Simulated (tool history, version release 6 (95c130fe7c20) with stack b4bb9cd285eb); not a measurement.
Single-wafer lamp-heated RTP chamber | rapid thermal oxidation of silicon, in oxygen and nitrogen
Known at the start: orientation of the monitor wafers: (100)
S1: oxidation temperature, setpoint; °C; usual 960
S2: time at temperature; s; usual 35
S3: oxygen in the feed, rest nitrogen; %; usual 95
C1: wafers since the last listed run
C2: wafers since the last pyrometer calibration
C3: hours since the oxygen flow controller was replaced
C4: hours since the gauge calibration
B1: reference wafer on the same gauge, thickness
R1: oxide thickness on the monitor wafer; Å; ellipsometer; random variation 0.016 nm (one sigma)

run 1 day=0 | S1=960 S2=35 S3=95 | C1=0 C2=1410 C3=1810.9 C4=279.7 | B1=3.435 | R1=33.85
run 2 day=0.517 | S1=960 S2=35 S3=95 | C1=116 C2=1526 C3=1823.3 C4=292.1 | B1=3.441 | R1=33.82
run 3 day=1.492 | S1=960 S2=35 S3=95 | C1=219 C2=1745 C3=1846.7 C4=315.5 | B1=3.443 | R1=34.11
run 4 day=2.479 | S1=960 S2=35 S3=95 | C1=222 C2=1968 C3=1870.4 C4=339.2 | B1=3.445 | R1=34.11
run 5 day=3.95 | S1=960 S2=29 S3=95 | C1=331 C2=2299 C3=1905.7 C4=374.5 | B1=3.45 | R1=32.13
run 6 day=4.683 | S1=960 S2=29 S3=95 | C1=165 C2=2464 C3=1923.3 C4=392.1 | B1=3.457 | R1=32.03
-- day=6.05 oxygen flow controller replaced
run 7 day=6.088 | S1=960 S2=29 S3=95 | C1=241 C2=2705 C3=0.9 C4=425.8 | B1=3.463 | R1=31.92
-- day=6.538 gauge calibrated
run 8 day=8.6 | S1=950 S2=35 S3=78 | C1=565 C2=3271 C3=61.2 C4=49.5 | B1=3.415 | R1=30.03
run 9 day=9.392 | S1=960 S2=35 S3=98 | C1=178 C2=3449 C3=80.2 C4=68.5 | B1=3.413 | R1=34.21
run 10 day=10.275 | S1=960 S2=35 S3=95 | C1=198 C2=3648 C3=101.4 C4=89.7 | B1=3.416 | R1=33.6

Forecast run 11:
run 11 day=11.771 | S1=982 S2=23 S3=98 | C1=336 C2=3984 C3=137.3 C4=125.6 | B1=? | R1=?

Run 11 gave B1 3.419, R1 33.69 Å.
Without the tool's hidden state the same run would have given R1 33.74 Å.
